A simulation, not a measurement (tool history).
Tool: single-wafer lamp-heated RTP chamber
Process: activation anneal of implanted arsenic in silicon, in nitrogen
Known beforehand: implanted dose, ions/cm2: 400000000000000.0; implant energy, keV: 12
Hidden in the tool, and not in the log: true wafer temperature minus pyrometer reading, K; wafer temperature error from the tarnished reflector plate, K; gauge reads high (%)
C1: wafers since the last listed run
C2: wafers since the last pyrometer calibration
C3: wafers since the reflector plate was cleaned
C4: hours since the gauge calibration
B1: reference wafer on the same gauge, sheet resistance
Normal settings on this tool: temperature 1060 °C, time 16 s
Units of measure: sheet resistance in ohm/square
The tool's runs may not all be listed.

{"run": 1, "hour": 0.0, "temperature": 1082, "time": 16, "C1": 0, "C2": 1247, "C3": 624, "C4": 726.4, "B1": 226.58, "sheet resistance": 253.9}
{"run": 2, "hour": 36.6, "temperature": 1060, "time": 16, "C1": 582, "C2": 1829, "C3": 1207, "C4": 763.0, "B1": 226.97, "sheet resistance": 260.15}
{"run": 3, "hour": 80.1, "temperature": 1060, "time": 16, "C1": 692, "C2": 2522, "C3": 1899, "C4": 806.5, "B1": 226.82, "sheet resistance": 260.46}
{"run": 4, "hour": 121.9, "temperature": 1060, "time": 16, "C1": 665, "C2": 3187, "C3": 2564, "C4": 848.3, "B1": 226.92, "sheet resistance": 258.59}
{"run": 5, "hour": 294.1, "temperature": 1060, "time": 16, "C1": 2739, "C2": 5927, "C3": 5304, "C4": 1020.5, "B1": 226.91, "sheet resistance": 260.38}
{"hour": 346.8, "done": "pyrometer window cleaned and pyrometer calibrated"}
{"run": 6, "hour": 473.7, "temperature": 1060, "time": 16, "C1": 2730, "C2": 2018, "C3": 8034, "C4": 1200.1, "B1": 226.97, "sheet resistance": 260.24}
{"run": 7, "hour": 637.4, "temperature": 1042, "time": 14, "C1": 2604, "C2": 4623, "C3": 10639, "C4": 1363.8, "B1": 226.91, "sheet resistance": 266.04}
{"run": 8, "hour": 682.1, "temperature": 1060, "time": 22, "C1": 711, "C2": 5334, "C3": 11350, "C4": 1408.5, "B1": 226.86, "sheet resistance": 254.65}
{"run": 9, "hour": 734.2, "temperature": 1060, "time": 22, "C1": 828, "C2": 6163, "C3": 12179, "C4": 1460.6, "B1": 227.03, "sheet resistance": 253.87}
{"hour": 752.8, "done": "reflector plate cleaned"}
{"hour": 803.6, "done": "pyrometer window cleaned and pyrometer calibrated"}
{"run": 10, "hour": 804.1, "temperature": 1060, "time": 22, "C1": 857, "C2": 8, "C3": 689, "C4": 1530.5, "B1": 226.85, "sheet resistance": 257.38}
{"run": 11, "hour": 861.7, "temperature": 1060, "time": 16, "C1": 916, "C2": 924, "C3": 1606, "C4": 1588.1, "B1": 226.97, "sheet resistance": 260.29}
{"run": 12, "hour": 891.4, "temperature": 1060, "time": 16, "C1": 472, "C2": 1397, "C3": 2078, "C4": 1617.8, "B1": 227.04, "sheet resistance": 260.52}
{"run": 13, "hour": 962.4, "temperature": 1060, "time": 16, "C1": 1129, "C2": 2526, "C3": 3208, "C4": 1688.8, "B1": 226.92, "sheet resistance": 260.02}
{"run": 14, "hour": 997.5, "temperature": 1068, "time": 16, "C1": 558, "C2": 3085, "C3": 3766, "C4": 1723.9, "B1": 227.13, "sheet resistance": 256.39}
{"run": 15, "hour": 1054.9, "temperature": 1060, "time": 16, "C1": 913, "C2": 3998, "C3": 4680, "C4": 1781.3, "B1": 226.83, "sheet resistance": 258.91}
{"run": 16, "hour": 1126.3, "temperature": 1060, "time": 16, "C1": 1136, "C2": 5134, "C3": 5816, "C4": 1852.7, "B1": 226.79, "sheet resistance": 259.54}
{"run": 17, "hour": 1173.4, "temperature": 1060, "time": 16, "C1": 749, "C2": 5884, "C3": 6565, "C4": 1899.8, "B1": 226.84, "sheet resistance": 258.1}
{"hour": 1219.9, "done": "pyrometer window cleaned and pyrometer calibrated"}
{"run": 18, "hour": 1244.9, "temperature": 1060, "time": 24, "C1": 1010, "C2": 397, "C3": 7575, "C4": 1971.3, "B1": 227.29, "sheet resistance": 256.43}
{"run": 19, "hour": 1287.2, "temperature": 1060, "time": 25, "C1": 673, "C2": 1070, "C3": 8248, "C4": 2013.6, "B1": 227.14, "sheet resistance": 255.23}
{"run": 20, "hour": 1315.0, "temperature": 1060, "time": 16, "C1": 442, "C2": 1512, "C3": 8691, "C4": 2041.4, "B1": 227.26, "sheet resistance": 261.22}
{"run": 21, "hour": 1344.3, "temperature": 1046, "time": 16, "C1": 466, "C2": 1978, "C3": 9157, "C4": 2070.7, "B1": 227.05, "sheet resistance": 264.76}
{"run": 22, "hour": 1400.2, "temperature": 1040, "time": 6, "C1": 889, "C2": 2868, "C3": 10046, "C4": 2126.6, "B1": 227.11, "sheet resistance": 275.94}
{"hour": 1464.8, "done": "gauge calibrated"}
{"run": 23, "hour": 1465.6, "temperature": 1035, "time": 25, "C1": 1040, "C2": 3908, "C3": 11087, "C4": 0.8, "B1": 226.92, "sheet resistance": 261.9}
{"run": 24, "hour": 1505.2, "temperature": 1060, "time": 16, "C1": 630, "C2": 4538, "C3": 11717, "C4": 40.4, "B1": 226.73, "sheet resistance": 259.24}
{"run": 25, "hour": 1568.6, "temperature": 1042, "time": 23, "C1": 1008, "C2": 5547, "C3": 12726, "C4": 103.8, "B1": 227.1, "sheet resistance": 258.79}
{"hour": 1599.8, "done": "reflector plate cleaned"}
{"run": 26, "hour": 1634.6, "temperature": 1044, "time": 12, "C1": 922, "C2": 6470, "C3": 554, "C4": 169.8, "B1": 227.05, "sheet resistance": 267.26}
{"run": 27, "hour": 1687.0, "temperature": 1042, "time": 25, "C1": 833, "C2": 7304, "C3": 1387, "C4": 222.2, "B1": 226.86, "sheet resistance": 256.93}
{"hour": 1721.0, "done": "pyrometer window cleaned and pyrometer calibrated"}
{"run": 28, "hour": 1724.2, "temperature": 1060, "time": 16, "C1": 464, "C2": 50, "C3": 1852, "C4": 259.4, "B1": 227.1, "sheet resistance": 262.14}
{"run": 29, "hour": 1755.0, "temperature": 1031, "time": 9, "C1": 490, "C2": 540, "C3": 2342, "C4": 290.2, "B1": 226.94, "sheet resistance": 276.33}
{"run": 30, "hour": 1912.9, "temperature": 1085, "time": 21, "C1": 2512, "C2": 3053, "C3": 4854, "C4": 448.1, "B1": 226.99, "sheet resistance": 248.04}
{"run": 31, "hour": 1965.1, "temperature": 1082, "time": 22, "C1": 830, "C2": 3883, "C3": 5685, "C4": 500.3, "B1": 226.85, "sheet resistance": 248.63}
{"run": 32, "hour": 2017.2, "temperature": 1081, "time": 24, "C1": 828, "C2": 4712, "C3": 6514, "C4": 552.4, "B1": 226.82, "sheet resistance": 246.66}
{"run": 33, "hour": 2058.9, "temperature": 1071, "time": 16, "C1": 663, "C2": 5376, "C3": 7177, "C4": 594.1, "B1": 227.1, "sheet resistance": 255.18}
{"run": 34, "hour": 2093.4, "temperature": 1060, "time": 7, "C1": 548, "C2": 5925, "C3": 7726, "C4": 628.6, "B1": 226.84, "sheet resistance": 268.33}
{"run": 35, "hour": 2120.4, "temperature": 1060, "time": 11, "C1": 429, "C2": 6354, "C3": 8156, "C4": 655.6, "B1": 226.77, "sheet resistance": 262.51}
{"run": 36, "hour": 2158.4, "temperature": 1060, "time": 23, "C1": 604, "C2": 6959, "C3": 8761, "C4": 693.6, "B1": 227.06, "sheet resistance": 253.4}

What if the next run were any one of these 4? Each begins from the tool's condition after run 36:
{"run": "A", "hour": 2158.8, "temperature": 1060, "time": 16, "C1": 6, "C2": 6965, "C3": 8767, "C4": 694.0, "B1": "?", "sheet resistance": "?"}
{"run": "B", "hour": 2158.8, "temperature": 1076, "time": 24, "C1": 6, "C2": 6965, "C3": 8767, "C4": 694.0, "B1": "?", "sheet resistance": "?"}
{"run": "C", "hour": 2158.8, "temperature": 1037, "time": 8, "C1": 6, "C2": 6965, "C3": 8767, "C4": 694.0, "B1": "?", "sheet resistance": "?"}
{"run": "D", "hour": 2158.8, "temperature": 1042, "time": 21, "C1": 6, "C2": 6965, "C3": 8767, "C4": 694.0, "B1": "?", "sheet resistance": "?"}

run=A B1=227.24 sheet_resistance=257.76
run=B B1=227.24 sheet_resistance=246.60
run=C B1=227.24 sheet_resistance=272.21
run=D B1=227.24 sheet_resistance=259.56
Without the tool's unlogged condition, the same runs would have read:
run=A sheet_resistance=261.55
run=B sheet_resistance=250.69
run=C sheet_resistance=274.55
run=D sheet_resistance=263.24

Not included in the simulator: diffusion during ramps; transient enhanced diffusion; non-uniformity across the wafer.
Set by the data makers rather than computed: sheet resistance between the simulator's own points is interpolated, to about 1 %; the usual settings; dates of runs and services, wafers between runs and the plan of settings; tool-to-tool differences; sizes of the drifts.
